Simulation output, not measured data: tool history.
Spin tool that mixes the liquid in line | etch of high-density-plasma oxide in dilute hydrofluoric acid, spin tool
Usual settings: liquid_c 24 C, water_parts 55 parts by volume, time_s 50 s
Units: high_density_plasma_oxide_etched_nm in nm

run     day  liquid_c  water_parts  time_s  read-back film thickness of the high-density-plasma oxide reference wafer, read on the same gauge (nm)  high_density_plasma_oxide_etched_nm
  1       0        24           55      50                                                                                                  149.98                                 6.79
  2   0.267        24           55      50                                                                                                  149.96                                 6.78
  3   0.583        24           55      60                                                                                                  149.97                                 8.21
  4   1.304        25           55      50                                                                                                  149.98                                 7.11
  5   1.842        24           55      50                                                                                                  150.06                                 6.85
  6   2.367        24           45      50                                                                                                  149.97                                 8.48
  7   2.988        24           45      50                                                                                                  149.96                                 8.43
  8   3.358        26           55      50                                                                                                  150.02                                 7.43
  9   3.892        26           55      50                                                                                                  149.97                                 7.46
 10   4.225        24           65      50                                                                                                  150.02                                 5.76
 11   4.896        24           55      50                                                                                                  150.03                                  6.9
 12   5.179        24           55      50                                                                                                  149.95                                  6.9
 13   5.575        24           55      50                                                                                                  149.97                                 6.93
 14   6.083      25.5           55      45                                                                                                     150                                 6.64
 15   6.608        24           55      50                                                                                                  149.99                                 6.89
 16   7.125        24           55      50                                                                                                  150.02                                 6.91
 17   7.775      25.5           55      50                                                                                                  149.97                                 7.38
      7.821  -- hydrofluoric acid flow meter replaced
      7.846  -- gauge calibrated
      8.017  -- thermometer replaced
 18   8.288        24           35      35                                                                                                  149.97                                  6.5
 19   8.725        24           55      50                                                                                                  150.03                                 5.75
 20   9.188      19.5           30      50                                                                                                  149.97                                 9.04
 21   9.762      25.5           25      70                                                                                                     150                                19.64
 22   10.15        24           55      50                                                                                                  149.97                                 5.77
 23  10.567        24           55      50                                                                                                  150.01                                 5.77
 24  10.979        20           35      50                                                                                                  150.04                                 7.89
 25  11.712        24           55      50                                                                                                  149.99                                 5.82
 26  12.429      28.5           55      65                                                                                                  149.96                                 9.03
 27  12.988        27           25      60                                                                                                  149.97                                18.12
 28    13.6        19           55      50                                                                                                  149.97                                 4.76
 29  14.258        19           75      30                                                                                                  149.99                                 2.05

The tool's hidden state at each run:
gauge reads high (%): 0 in every run
H1: liquid hotter than its thermometer reads (K)
H2: hydrofluoric acid flow above the setpoint (%)
run      H1    H2
  1    2.42   8.1
  2    2.43  8.16
  3    2.44  8.23
  4    2.45  8.38
  5    2.46   8.5
  6    2.47  8.61
  7    2.49  8.74
  8    2.49  8.82
  9     2.5  8.93
 10    2.51  9.01
 11    2.52  9.15
 12    2.53  9.21
 13    2.54  9.29
 14    2.55   9.4
 15    2.56  9.52
 16    2.57  9.63
 17    2.58  9.77
 18  0.0678  1.08
 19  0.0767  1.17
 20  0.0862  1.27
 21  0.0979  1.39
 22   0.106  1.48
 23   0.114  1.56
 24   0.123  1.65
 25   0.138  1.81
 26   0.152  1.96
 27   0.164  2.08
 28   0.176  2.21
 29    0.19  2.35
